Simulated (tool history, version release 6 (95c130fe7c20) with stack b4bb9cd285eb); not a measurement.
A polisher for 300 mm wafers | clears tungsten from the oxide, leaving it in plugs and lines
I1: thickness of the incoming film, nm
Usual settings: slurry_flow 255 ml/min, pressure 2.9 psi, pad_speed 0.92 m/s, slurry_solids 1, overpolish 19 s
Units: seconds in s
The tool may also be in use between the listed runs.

{"run": 1, "day": 0.0, "slurry_flow": 255, "pressure": 2.9, "pad_speed": 0.92, "slurry_solids": 1, "overpolish": 19, "I1": 339.8, "seconds": 92.3}
{"day": 1.067, "done": "slurry tank refilled with fresh slurry and peroxide"}
{"run": 2, "day": 1.821, "slurry_flow": 255, "pressure": 2.9, "pad_speed": 0.92, "slurry_solids": 1, "overpolish": 19, "I1": 342.6, "seconds": 94.4}
{"run": 3, "day": 3.633, "slurry_flow": 255, "pressure": 2.9, "pad_speed": 0.92, "slurry_solids": 1, "overpolish": 19, "I1": 340.4, "seconds": 95.1}
{"day": 4.221, "done": "slurry blender recalibrated"}
{"run": 4, "day": 5.367, "slurry_flow": 255, "pressure": 2.9, "pad_speed": 0.92, "slurry_solids": 1, "overpolish": 19, "I1": 344.5, "seconds": 102.8}
{"day": 6.583, "done": "worn pad replaced by a new one"}
{"run": 5, "day": 6.604, "slurry_flow": 255, "pressure": 2.9, "pad_speed": 1.18, "slurry_solids": 1, "overpolish": 19, "I1": 335.8, "seconds": 70.3}
{"run": 6, "day": 7.75, "slurry_flow": 255, "pressure": 2.9, "pad_speed": 0.92, "slurry_solids": 1, "overpolish": 19, "I1": 340.4, "seconds": 88.1}
{"day": 7.958, "done": "slurry tank refilled with fresh slurry and peroxide"}
{"run": 7, "day": 9.638, "slurry_flow": 255, "pressure": 2.9, "pad_speed": 0.92, "slurry_solids": 0.8, "overpolish": 19, "I1": 342.1, "seconds": 100.1}
{"run": 8, "day": 11.958, "slurry_flow": 255, "pressure": 2.9, "pad_speed": 0.92, "slurry_solids": 0.8, "overpolish": 19, "I1": 338.2, "seconds": 103}
{"day": 12.212, "done": "slurry blender recalibrated"}
{"run": 9, "day": 14.396, "slurry_flow": 255, "pressure": 2.9, "pad_speed": 0.92, "slurry_solids": 1.25, "overpolish": 19, "I1": 339.2, "seconds": 96.6}
{"day": 15.033, "done": "worn pad replaced by a new one"}
{"day": 15.175, "done": "slurry nozzle cleaned"}
{"run": 10, "day": 15.471, "slurry_flow": 255, "pressure": 2.9, "pad_speed": 0.92, "slurry_solids": 1, "overpolish": 19, "I1": 344.9, "seconds": 92}
{"day": 16.254, "done": "slurry tank refilled with fresh slurry and peroxide"}
{"run": 11, "day": 16.917, "slurry_flow": 255, "pressure": 2.9, "pad_speed": 0.92, "slurry_solids": 1, "overpolish": 19, "I1": 339.5, "seconds": 91.5}
{"day": 19.4, "done": "slurry blender recalibrated"}
{"run": 12, "day": 19.829, "slurry_flow": 255, "pressure": 2, "pad_speed": 1.08, "slurry_solids": 1.15, "overpolish": 29, "I1": 344.2, "seconds": 111.6}
{"day": 21.708, "done": "head pressure recalibrated"}
{"run": 13, "day": 22.75, "slurry_flow": 255, "pressure": 2.9, "pad_speed": 0.92, "slurry_solids": 1, "overpolish": 15, "I1": 335.8, "seconds": 101}
{"day": 23.104, "done": "slurry tank refilled with fresh slurry and peroxide"}
{"day": 23.333, "done": "worn pad replaced by a new one"}
{"run": 14, "day": 23.812, "slurry_flow": 255, "pressure": 2.9, "pad_speed": 0.92, "slurry_solids": 1, "overpolish": 19, "I1": 340.4, "seconds": 87.8}
{"run": 15, "day": 26.567, "slurry_flow": 255, "pressure": 2.9, "pad_speed": 0.92, "slurry_solids": 1, "overpolish": 19, "I1": 338.2, "seconds": 91.5}
{"day": 28.904, "done": "slurry blender recalibrated"}
{"run": 16, "day": 29.017, "slurry_flow": 345, "pressure": 2.9, "pad_speed": 0.92, "slurry_solids": 1, "overpolish": 14, "I1": 338.3, "seconds": 93.1}
{"day": 30.792, "done": "worn pad replaced by a new one"}
{"run": 17, "day": 31.096, "slurry_flow": 340, "pressure": 2.9, "pad_speed": 0.92, "slurry_solids": 0.75, "overpolish": 29, "I1": 338.6, "seconds": 94.5}

Forecast run 18:
{"day": 31.771, "done": "slurry tank refilled with fresh slurry and peroxide"}
{"run": 18, "day": 32.404, "slurry_flow": 255, "pressure": 2.9, "pad_speed": 0.92, "slurry_solids": 1.1, "overpolish": 29, "I1": 334.8, "seconds": "?"}

seconds: 89.4 s
Without the tool's hidden state the same run would have given seconds 88 s.

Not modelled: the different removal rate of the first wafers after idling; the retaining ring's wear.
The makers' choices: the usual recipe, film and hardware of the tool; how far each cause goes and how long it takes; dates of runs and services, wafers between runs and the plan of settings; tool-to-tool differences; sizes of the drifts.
